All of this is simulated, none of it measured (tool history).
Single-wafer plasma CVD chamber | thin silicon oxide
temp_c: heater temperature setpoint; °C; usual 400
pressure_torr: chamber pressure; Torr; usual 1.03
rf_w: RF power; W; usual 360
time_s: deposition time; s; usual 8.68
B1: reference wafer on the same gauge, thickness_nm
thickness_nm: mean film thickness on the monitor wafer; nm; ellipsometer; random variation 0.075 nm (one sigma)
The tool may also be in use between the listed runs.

{"run": 1, "day": 0.0, "temp_c": 400, "pressure_torr": 1.16, "rf_w": 360, "time_s": 8.68, "B1": 20.583, "thickness_nm": 24.244}
{"run": 2, "day": 1.104, "temp_c": 400, "pressure_torr": 1.16, "rf_w": 360, "time_s": 8.68, "B1": 20.605, "thickness_nm": 24.286}
{"run": 3, "day": 1.838, "temp_c": 404, "pressure_torr": 1.03, "rf_w": 360, "time_s": 8.68, "B1": 20.596, "thickness_nm": 23.152}
{"run": 4, "day": 3.167, "temp_c": 405, "pressure_torr": 1.03, "rf_w": 360, "time_s": 8.68, "B1": 20.595, "thickness_nm": 23.047}
{"run": 5, "day": 3.929, "temp_c": 405, "pressure_torr": 1.03, "rf_w": 360, "time_s": 8.68, "B1": 20.586, "thickness_nm": 23.059}
{"run": 6, "day": 4.75, "temp_c": 405, "pressure_torr": 1.03, "rf_w": 360, "time_s": 8.68, "B1": 20.598, "thickness_nm": 22.956}
{"run": 7, "day": 7.738, "temp_c": 400, "pressure_torr": 1.03, "rf_w": 330, "time_s": 8.68, "B1": 20.604, "thickness_nm": 22.344}
{"run": 8, "day": 8.512, "temp_c": 400, "pressure_torr": 1.03, "rf_w": 330, "time_s": 8.68, "B1": 20.604, "thickness_nm": 22.321}
{"run": 9, "day": 9.021, "temp_c": 400, "pressure_torr": 1.03, "rf_w": 330, "time_s": 8.68, "B1": 20.595, "thickness_nm": 22.42}
{"run": 10, "day": 10.229, "temp_c": 400, "pressure_torr": 1.03, "rf_w": 390, "time_s": 8.68, "B1": 20.598, "thickness_nm": 23.605}
{"run": 11, "day": 11.871, "temp_c": 400, "pressure_torr": 1.03, "rf_w": 390, "time_s": 8.68, "B1": 20.601, "thickness_nm": 23.624}
{"run": 12, "day": 12.771, "temp_c": 400, "pressure_torr": 1.03, "rf_w": 390, "time_s": 8.68, "B1": 20.605, "thickness_nm": 23.579}
{"run": 13, "day": 13.825, "temp_c": 400, "pressure_torr": 1.03, "rf_w": 360, "time_s": 8.68, "B1": 20.59, "thickness_nm": 23.042}
{"run": 14, "day": 14.992, "temp_c": 400, "pressure_torr": 1.03, "rf_w": 360, "time_s": 8.68, "B1": 20.594, "thickness_nm": 22.928}
{"run": 15, "day": 16.333, "temp_c": 405, "pressure_torr": 1.15, "rf_w": 360, "time_s": 8.68, "B1": 20.615, "thickness_nm": 23.976}
{"run": 16, "day": 17.129, "temp_c": 414, "pressure_torr": 0.94, "rf_w": 295, "time_s": 7.3, "B1": 20.6, "thickness_nm": 16.718}
{"run": 17, "day": 17.975, "temp_c": 400, "pressure_torr": 1.03, "rf_w": 315, "time_s": 8.68, "B1": 20.604, "thickness_nm": 21.742}
{"run": 18, "day": 18.692, "temp_c": 400, "pressure_torr": 1.03, "rf_w": 360, "time_s": 8.68, "B1": 20.595, "thickness_nm": 22.267}
{"run": 19, "day": 20.167, "temp_c": 400, "pressure_torr": 1.03, "rf_w": 360, "time_s": 8.68, "B1": 20.6, "thickness_nm": 23.571}
{"run": 20, "day": 20.704, "temp_c": 400, "pressure_torr": 1.03, "rf_w": 360, "time_s": 8.68, "B1": 20.6, "thickness_nm": 23.501}
{"run": 21, "day": 21.917, "temp_c": 400, "pressure_torr": 1.19, "rf_w": 360, "time_s": 9.99, "B1": 20.595, "thickness_nm": 29.439}
{"run": 22, "day": 22.517, "temp_c": 404, "pressure_torr": 1.03, "rf_w": 360, "time_s": 8.68, "B1": 20.604, "thickness_nm": 23.365}
{"run": 23, "day": 24.658, "temp_c": 400, "pressure_torr": 0.81, "rf_w": 360, "time_s": 8.68, "B1": 20.608, "thickness_nm": 19.724}
{"run": 24, "day": 25.796, "temp_c": 400, "pressure_torr": 0.89, "rf_w": 360, "time_s": 8.68, "B1": 20.597, "thickness_nm": 21.26}
{"run": 25, "day": 26.812, "temp_c": 400, "pressure_torr": 1.03, "rf_w": 335, "time_s": 8.68, "B1": 20.604, "thickness_nm": 23.077}
{"run": 26, "day": 27.638, "temp_c": 413, "pressure_torr": 0.85, "rf_w": 385, "time_s": 7.31, "B1": 20.605, "thickness_nm": 17.274}
{"run": 27, "day": 28.417, "temp_c": 391, "pressure_torr": 1.03, "rf_w": 360, "time_s": 8.68, "B1": 20.6, "thickness_nm": 23.61}
{"run": 28, "day": 29.821, "temp_c": 404, "pressure_torr": 0.9, "rf_w": 310, "time_s": 8.68, "B1": 20.598, "thickness_nm": 20.5}
{"run": 29, "day": 31.283, "temp_c": 400, "pressure_torr": 1.03, "rf_w": 360, "time_s": 8.68, "B1": 20.595, "thickness_nm": 23.161}

Not shown: 6 entries that the log had between the listed runs. Between which runs, and how does the tool's hidden state differ before and after?
Between runs 10 and 11: gauge calibrated (day 10.283); thermocouple changed; heater temperature recalibrated (day 11.85)
  true pressure above the setpoint (%): -6.25 -> -6.52
  measured less the result without the state, thickness_nm: -0.592 -> -0.619 nm
Between runs 14 and 15: showerhead replaced, of another model than before (day 15.525); RF generator calibrated (day 15.875)
  true pressure above the setpoint (%): -7.04 -> -7.27
  measured less the result without the state, thickness_nm: -0.651 -> -1.113 nm
Between runs 18 and 19: capacitance manometer re-zeroed and calibrated (day 20.146)
  true pressure above the setpoint (%): -7.66 -> 0.184
  measured less the result without the state, thickness_nm: -1.164 -> +0.026 nm
Between runs 27 and 28: gauge calibrated (day 29.329)
  true pressure above the setpoint (%): -1.19 -> -1.43
  measured less the result without the state, thickness_nm: -0.171 -> -0.227 nm
